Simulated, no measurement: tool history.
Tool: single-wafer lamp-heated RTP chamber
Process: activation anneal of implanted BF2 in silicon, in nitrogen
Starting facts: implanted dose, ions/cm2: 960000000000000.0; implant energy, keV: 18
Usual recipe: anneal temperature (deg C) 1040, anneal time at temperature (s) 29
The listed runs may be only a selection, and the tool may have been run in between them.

run   hour  anneal temperature (deg C)  anneal time at temperature (s)  read-back reference wafer on the same gauge, sheet resistance  sheet resistance of the implanted and annealed layer (ohm/square)
  1    0.0                        1040                              29                                                         159.10                                                             146.33
  2   24.7                        1040                              24                                                         159.16                                                             150.68
      56.4  -- reflector plate cleaned
  3   56.9                        1040                              29                                                         158.82                                                             145.78
  4   69.0                        1040                              29                                                         159.09                                                             145.15
  5   88.5                        1040                              29                                                         159.19                                                             144.36
     138.6  -- pyrometer window cleaned and pyrometer calibrated
  6  171.7                        1040                              29                                                         159.03                                                             147.32
  7  192.7                        1040                              19                                                         159.04                                                             152.87
  8  210.2                        1040                              19                                                         159.05                                                             153.10
  9  226.3                        1040                              19                                                         158.83                                                             152.29
 10  254.5                        1040                              23                                                         158.79                                                             147.62
 11  269.9                        1040                              23                                                         158.77                                                             147.24
     283.6  -- pyrometer window cleaned and pyrometer calibrated
 12  284.0                        1040                              29                                                         158.87                                                             148.84
 13  307.3                        1040                              29                                                         158.82                                                             148.01
 14  331.2                        1040                              29                                                         159.20                                                             147.16
     348.9  -- reflector plate cleaned
 15  349.4                        1031                              29                                                         158.83                                                             151.03
 16  364.4                        1040                              38                                                         159.06                                                             141.05
 17  377.3                        1052                              38                                                         159.14                                                             134.09
 18  404.6                        1014                              29                                                         158.97                                                             158.98
     423.7  -- gauge calibrated
 19  435.2                        1064                              25                                                         158.94                                                             130.32
     448.4  -- pyrometer window cleaned and pyrometer calibrated
 20  467.4                        1040                              29                                                         159.10                                                             148.82
 21  481.8                        1040                              29                                                         159.00                                                             148.06
 22  495.4                        1040                              29                                                         159.13                                                             147.23
 23  511.3                        1052                              29                                                         159.05                                                             139.17
 24  536.7                        1040                              29                                                         159.00                                                             145.89
 25  559.1                        1025                              45                                                         159.18                                                             144.81
 26  577.8                        1040                              29                                                         159.13                                                             143.79
     590.8  -- pyrometer window cleaned and pyrometer calibrated
 27  591.8                        1025                              43                                                         158.99                                                             149.14
 28  625.5                        1018                              22                                                         158.99                                                             167.89
     637.0  -- reflector plate cleaned
 29  661.5                        1061                              29                                                         158.86                                                             133.34
 30  697.3                        1040                              29                                                         158.93                                                             144.22
 31  714.9                        1060                              43                                                         158.98                                                             126.54
     758.2  -- pyrometer window cleaned and pyrometer calibrated
 32  771.3                        1025                              45                                                         159.14                                                             148.27

Had the tool no unlogged condition, and each run kept its random variation, what would the results have been?
Hidden state at play: true wafer temperature minus pyrometer reading, K; wafer temperature error from the tarnished reflector plate, K; gauge reads high (%).
run  sheet resistance of the implanted and annealed layer (ohm/square)
  1                                                             148.09
  2                                                             153.76
  3                                                             149.86
  4                                                             149.72
  5                                                             149.76
  6                                                             148.88
  7                                                             155.91
  8                                                             157.02
  9                                                             156.99
 10                                                             153.11
 11                                                             153.44
 12                                                             149.13
 13                                                             149.22
 14                                                             149.31
 15                                                             154.11
 16                                                             144.22
 17                                                             138.36
 18                                                             167.37
 19                                                             136.91
 20                                                             149.83
 21                                                             149.64
 22                                                             149.34
 23                                                             142.30
 24                                                             149.68
 25                                                             149.77
 26                                                             149.28
 27                                                             149.74
 28                                                             171.15
 29                                                             137.07
 30                                                             148.95
 31                                                             131.77
 32                                                             149.25
